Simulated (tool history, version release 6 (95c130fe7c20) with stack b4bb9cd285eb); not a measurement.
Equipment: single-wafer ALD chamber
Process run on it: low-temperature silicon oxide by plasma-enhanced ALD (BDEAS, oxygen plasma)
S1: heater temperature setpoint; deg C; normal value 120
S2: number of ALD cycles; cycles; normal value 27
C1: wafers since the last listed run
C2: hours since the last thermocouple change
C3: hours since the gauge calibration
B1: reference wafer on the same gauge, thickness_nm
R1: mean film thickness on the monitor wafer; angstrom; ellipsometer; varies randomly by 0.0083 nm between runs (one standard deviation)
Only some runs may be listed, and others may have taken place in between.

Run 1, day 0: usual settings; C1 0; C2 1106.3; C3 1322.8; B1 4.068. Result: R1 39.94 angstrom.
Run 2, day 1.283: usual settings; C1 298; C2 1137.1; C3 1353.6; B1 4.065. Result: R1 39.69 angstrom.
Run 3, day 3.871: usual settings; C1 602; C2 1199.2; C3 1415.7; B1 4.062. Result: R1 39.74 angstrom.
Run 4, day 5.912: usual settings; C1 475; C2 1248.2; C3 1464.7; B1 4.065. Result: R1 39.87 angstrom.
Run 5, day 6.992: usual settings; C1 251; C2 1274.1; C3 1490.6; B1 4.064. Result: R1 39.78 angstrom.
Run 6, day 9.479: usual settings; C1 579; C2 1333.8; C3 1550.3; B1 4.058. Result: R1 39.72 angstrom.
Run 7, day 17.475: usual settings; C1 1862; C2 1525.7; C3 1742.2; B1 4.054. Result: R1 39.75 angstrom.
Run 8, day 20.317: usual settings; C1 662; C2 1593.9; C3 1810.4; B1 4.05. Result: R1 39.57 angstrom.
Run 9, day 21.425: usual settings but S2 28 cycles; C1 258; C2 1620.5; C3 1837; B1 4.051. Result: R1 41.05 angstrom.
Run 10, day 23.629: usual settings but S1 117 deg C; C1 513; C2 1673.4; C3 1889.9; B1 4.047. Result: R1 39.79 angstrom.
Run 11, day 25.383: usual settings; C1 408; C2 1715.5; C3 1932; B1 4.045. Result: R1 39.69 angstrom.
Run 12, day 27.608: usual settings; C1 518; C2 1768.9; C3 1985.4; B1 4.047. Result: R1 39.6 angstrom.
Run 13, day 30.446: usual settings; C1 661; C2 1837; C3 2053.5; B1 4.043. Result: R1 39.5 angstrom.
Run 14, day 33.092: usual settings; C1 616; C2 1900.5; C3 2117; B1 4.039. Result: R1 39.59 angstrom.
Run 15, day 35.583: usual settings; C1 580; C2 1960.3; C3 2176.8; B1 4.037. Result: R1 39.59 angstrom.
Run 16, day 37.592: usual settings; C1 467; C2 2008.5; C3 2225; B1 4.039. Result: R1 39.63 angstrom.
Run 17, day 39.867: usual settings; C1 530; C2 2063.1; C3 2279.6; B1 4.035. Result: R1 39.44 angstrom.
Run 18, day 48.408: usual settings but S1 132 deg C, S2 25 cycles; C1 1989; C2 2268.1; C3 2484.6; B1 4.029. Result: R1 35.75 angstrom.
At day 50.154: gauge calibrated.
Run 19, day 50.212: usual settings but S1 128 deg C, S2 29 cycles; C1 420; C2 2311.4; C3 1.4; B1 4.11. Result: R1 42.68 angstrom.
At day 50.575: thermocouple changed; heater temperature recalibrated.
Run 20, day 52.779: usual settings; C1 520; C2 52.9; C3 63; B1 4.107. Result: R1 40.05 angstrom.
Run 21, day 54.725: usual settings but S2 25 cycles; C1 453; C2 99.6; C3 109.7; B1 4.108. Result: R1 37.23 angstrom.
Run 22, day 57.212: usual settings; C1 579; C2 159.3; C3 169.4; B1 4.105. Result: R1 40.25 angstrom.
Run 23, day 59.267: usual settings but S2 23 cycles; C1 478; C2 208.6; C3 218.7; B1 4.103. Result: R1 34.03 angstrom.
Run 24, day 62.038: usual settings but S1 107 deg C, S2 30 cycles; C1 645; C2 275.1; C3 285.2; B1 4.101. Result: R1 45.5 angstrom.
Run 25, day 63.579: usual settings but S1 133 deg C, S2 24 cycles; C1 359; C2 312.1; C3 322.2; B1 4.1. Result: R1 34.75 angstrom.
Run 26, day 66.542: usual settings but S2 24 cycles; C1 690; C2 383.2; C3 393.3; B1 4.096. Result: R1 35.71 angstrom.
Run 27, day 69.492: usual settings; C1 687; C2 454; C3 464.1; B1 4.091. Result: R1 40.13 angstrom.
Run 28, day 71.508: usual settings but S1 130 deg C, S2 24 cycles; C1 469; C2 502.4; C3 512.5; B1 4.094. Result: R1 34.89 angstrom.
Run 29, day 73.5: usual settings but S1 132 deg C; C1 464; C2 550.2; C3 560.3; B1 4.089. Result: R1 39.03 angstrom.
Run 30, day 75.475: usual settings but S1 130 deg C; C1 460; C2 597.6; C3 607.7; B1 4.088. Result: R1 39.28 angstrom.
Run 31, day 77.908: usual settings but S1 125 deg C, S2 32 cycles; C1 566; C2 656; C3 666.1; B1 4.083. Result: R1 47.12 angstrom.
Run 32, day 80.85: usual settings but S1 108 deg C, S2 29 cycles; C1 685; C2 726.6; C3 736.7; B1 4.087. Result: R1 43.83 angstrom.
Run 33, day 89.708: usual settings; C1 2063; C2 939.2; C3 949.3; B1 4.078. Result: R1 39.87 angstrom.
Run 34, day 92.133: usual settings but S1 110 deg C; C1 564; C2 997.4; C3 1007.5; B1 4.075. Result: R1 40.62 angstrom.
Run 35, day 94.462: usual settings but S1 135 deg C, S2 28 cycles; C1 542; C2 1053.3; C3 1063.4; B1 4.078. Result: R1 40.13 angstrom.

What the log doesn't show, run by run:
wafer temperature above the value expected at the setpoint (K): 0 on each run
H1: gauge reads high (%)
run       H1
  1    -1.01
  2    -1.04
  3    -1.09
  4    -1.14
  5    -1.16
  6    -1.21
  7    -1.37
  8    -1.43
  9    -1.46
 10     -1.5
 11    -1.54
 12    -1.58
 13    -1.64
 14     -1.7
 15    -1.75
 16    -1.79
 17    -1.84
 18    -2.01
 19  0.00659
 20  -0.0463
 21  -0.0864
 22   -0.138
 23    -0.18
 24   -0.237
 25   -0.269
 26    -0.33
 27   -0.391
 28   -0.432
 29   -0.474
 30   -0.514
 31   -0.564
 32   -0.625
 33   -0.808
 34   -0.858
 35   -0.906
